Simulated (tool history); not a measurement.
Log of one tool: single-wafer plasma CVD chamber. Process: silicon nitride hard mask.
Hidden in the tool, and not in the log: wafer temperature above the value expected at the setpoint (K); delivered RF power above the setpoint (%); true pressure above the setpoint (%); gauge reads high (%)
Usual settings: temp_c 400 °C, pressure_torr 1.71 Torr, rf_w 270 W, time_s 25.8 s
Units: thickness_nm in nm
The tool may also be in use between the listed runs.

| run | hour | temp_c | pressure_torr | rf_w | time_s | wafers since the last listed run | hours since the last thermocouple change | hours since the last RF generator calibration | hours since the last manometer calibration | hours since the showerhead was replaced | hours since the gauge calibration | read-back reference wafer on the same gauge, thickness_nm | thickness_nm |
|---|---|---|---|---|---|---|---|---|---|---|---|---|---|
| 1 | 0.0 | 400 | 1.71 | 270 | 22.6 | 0 | 483.4 | 268.7 | 1184.3 | 5476.1 | 1196.4 | 28.898 | 24.745 |
| 2 | 36.1 | 400 | 1.71 | 270 | 22.6 | 923 | 519.5 | 304.8 | 1220.4 | 5512.2 | 1232.5 | 28.920 | 24.781 |
| 3 | 122.7 | 400 | 1.58 | 270 | 25.8 | 2214 | 606.1 | 391.4 | 1307.0 | 5598.8 | 1319.1 | 28.919 | 27.928 |
| 4 | 202.5 | 400 | 1.58 | 270 | 25.8 | 2041 | 685.9 | 471.2 | 1386.8 | 5678.6 | 1398.9 | 28.888 | 27.743 |
| 5 | 284.6 | 400 | 1.58 | 270 | 25.8 | 2099 | 768.0 | 553.3 | 1468.9 | 5760.7 | 1481.0 | 28.881 | 27.754 |
| 6 | 352.2 | 400 | 1.71 | 280 | 25.8 | 1728 | 835.6 | 620.9 | 1536.5 | 5828.3 | 1548.6 | 28.892 | 28.659 |
| 7 | 575.1 | 400 | 1.91 | 270 | 21.8 | 5701 | 1058.5 | 843.8 | 1759.4 | 6051.2 | 1771.5 | 28.893 | 24.245 |
|  | 600.6 | RF generator calibrated |
| 8 | 622.2 | 400 | 1.91 | 270 | 21.8 | 1000 | 1105.6 | 21.6 | 1806.5 | 6098.3 | 1818.6 | 28.874 | 24.811 |
| 9 | 714.5 | 400 | 1.91 | 270 | 21.8 | 2360 | 1197.9 | 113.9 | 1898.8 | 6190.6 | 1910.9 | 28.867 | 24.799 |
|  | 895.2 | gauge calibrated |
| 10 | 956.2 | 400 | 1.58 | 245 | 25.8 | 6181 | 1439.6 | 355.6 | 2140.5 | 6432.3 | 61.0 | 28.894 | 26.547 |
| 11 | 995.3 | 400 | 1.80 | 270 | 25.8 | 1000 | 1478.7 | 394.7 | 2179.6 | 6471.4 | 100.1 | 28.918 | 28.440 |
| 12 | 1102.9 | 400 | 1.71 | 270 | 25.8 | 2752 | 1586.3 | 502.3 | 2287.2 | 6579.0 | 207.7 | 28.922 | 28.318 |
| 13 | 1173.9 | 400 | 1.71 | 285 | 25.8 | 1815 | 1657.3 | 573.3 | 2358.2 | 6650.0 | 278.7 | 28.886 | 28.876 |
| 14 | 1232.0 | 400 | 2.11 | 270 | 25.8 | 1486 | 1715.4 | 631.4 | 2416.3 | 6708.1 | 336.8 | 28.904 | 29.275 |
| 15 | 1273.6 | 396 | 1.91 | 290 | 29.9 | 1063 | 1757.0 | 673.0 | 2457.9 | 6749.7 | 378.4 | 28.921 | 34.818 |
|  | 1344.8 | showerhead replaced |
| 16 | 1345.3 | 400 | 1.85 | 270 | 25.8 | 1629 | 1828.7 | 744.7 | 2529.6 | 0.5 | 450.1 | 28.909 | 28.363 |
| 17 | 1415.2 | 400 | 1.93 | 250 | 25.8 | 1787 | 1898.6 | 814.6 | 2599.5 | 70.4 | 520.0 | 28.914 | 27.518 |
|  | 1442.9 | capacitance manometer re-zeroed and calibrated |
|  | 1510.6 | RF generator calibrated |
| 18 | 1520.9 | 400 | 1.71 | 270 | 22.6 | 2294 | 2004.3 | 10.3 | 78.0 | 176.1 | 625.7 | 28.926 | 24.903 |
|  | 1542.2 | thermocouple changed; heater temperature recalibrated |
| 19 | 1605.3 | 400 | 2.11 | 270 | 25.8 | 1954 | 63.1 | 94.7 | 162.4 | 260.5 | 710.1 | 28.909 | 29.739 |
| 20 | 1707.5 | 400 | 1.51 | 270 | 25.8 | 2613 | 165.3 | 196.9 | 264.6 | 362.7 | 812.3 | 28.921 | 27.772 |
| 21 | 1782.7 | 385 | 1.71 | 315 | 25.8 | 1923 | 240.5 | 272.1 | 339.8 | 437.9 | 887.5 | 28.931 | 30.791 |
| 22 | 1832.2 | 400 | 1.71 | 270 | 25.8 | 1266 | 290.0 | 321.6 | 389.3 | 487.4 | 937.0 | 28.915 | 28.286 |
| 23 | 1936.9 | 400 | 1.71 | 270 | 25.8 | 2677 | 394.7 | 426.3 | 494.0 | 592.1 | 1041.7 | 28.894 | 28.193 |

4 ways to go on from here, each from the tool as it stands after run 23. What would each give?
| A | 1937.3 | 400 | 1.71 | 270 | 25.8 | 10 | 395.1 | 426.7 | 494.4 | 592.5 | 1042.1 | ? | ? |
| B | 1937.3 | 396 | 1.29 | 250 | 24.4 | 10 | 395.1 | 426.7 | 494.4 | 592.5 | 1042.1 | ? | ? |
| C | 1937.3 | 415 | 1.57 | 310 | 27.6 | 10 | 395.1 | 426.7 | 494.4 | 592.5 | 1042.1 | ? | ? |
| D | 1937.3 | 411 | 1.71 | 315 | 25.8 | 10 | 395.1 | 426.7 | 494.4 | 592.5 | 1042.1 | ? | ? |

| run | read-back reference wafer on the same gauge, thickness_nm | thickness_nm |
|---|---|---|
| A | 28.882 | 28.340 |
| B | 28.882 | 24.450 |
| C | 28.882 | 31.752 |
| D | 28.882 | 30.495 |
Without the tool's hidden state the same runs would have given:
| run | thickness_nm |
|---|---|
| A | 28.749 |
| B | 24.803 |
| C | 32.192 |
| D | 30.912 |
